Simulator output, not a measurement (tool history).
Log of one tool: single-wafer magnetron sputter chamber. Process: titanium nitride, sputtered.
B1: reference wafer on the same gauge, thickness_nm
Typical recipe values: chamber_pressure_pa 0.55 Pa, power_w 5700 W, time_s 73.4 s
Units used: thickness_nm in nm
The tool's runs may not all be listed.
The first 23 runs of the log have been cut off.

Run 24, day 53.342: usual settings but power_w 4800 W; B1 64.256. Result: thickness_nm 61.195 nm.
Run 25, day 54.6: usual settings; B1 64.2. Result: thickness_nm 68.475 nm.
Run 26, day 56.796: usual settings but time_s 86.3 s; B1 64.188. Result: thickness_nm 80.374 nm.
Run 27, day 57.908: usual settings but chamber_pressure_pa 0.689 Pa, power_w 6950 W, time_s 79 s; B1 64.165. Result: thickness_nm 80.425 nm.
Run 28, day 58.938: usual settings but chamber_pressure_pa 0.436 Pa; B1 64.186. Result: thickness_nm 70.838 nm.
At day 60.5: sputter target and shields replaced.
Run 29, day 61.588: usual settings but chamber_pressure_pa 0.616 Pa, power_w 5350 W; B1 64.199. Result: thickness_nm 63.69 nm.
Run 30, day 62.817: usual settings but chamber_pressure_pa 0.736 Pa, time_s 78 s; B1 64.229. Result: thickness_nm 67.529 nm.
Run 31, day 64.983: usual settings but chamber_pressure_pa 0.673 Pa, power_w 6300 W, time_s 61.7 s; B1 64.236. Result: thickness_nm 58.596 nm.
Run 32, day 66.579: usual settings but chamber_pressure_pa 0.492 Pa; B1 64.209. Result: thickness_nm 69.396 nm.
Run 33, day 69.112: usual settings but time_s 85.3 s; B1 64.188. Result: thickness_nm 78.875 nm.
Run 34, day 74.792: usual settings but chamber_pressure_pa 0.356 Pa, time_s 68.7 s; B1 64.175. Result: thickness_nm 68.785 nm.

What if the next run were any one of these 5? Each begins from the tool's condition after run 34:
Run A, day 74.808: usual settings; B1 ?. Result: thickness_nm ?.
Run B, day 74.808: usual settings but power_w 6400 W, time_s 59.1 s; B1 ?. Result: thickness_nm ?.
Run C, day 74.808: usual settings but power_w 4600 W; B1 ?. Result: thickness_nm ?.
Run D, day 74.808: usual settings but chamber_pressure_pa 0.459 Pa, power_w 4900 W, time_s 58.7 s; B1 ?. Result: thickness_nm ?.
Run E, day 74.808: usual settings but chamber_pressure_pa 0.459 Pa; B1 ?. Result: thickness_nm ?.

run      B1  thickness_nm
  A  64.219        68.762
  B  64.219        60.053
  C  64.219        59.613
  D  64.219        51.396
  E  64.219        71.151
Without the tool's hidden state the same runs would have given:
run  thickness_nm
  A        68.762
  B        60.053
  C        59.613
  D        51.396
  E        71.151

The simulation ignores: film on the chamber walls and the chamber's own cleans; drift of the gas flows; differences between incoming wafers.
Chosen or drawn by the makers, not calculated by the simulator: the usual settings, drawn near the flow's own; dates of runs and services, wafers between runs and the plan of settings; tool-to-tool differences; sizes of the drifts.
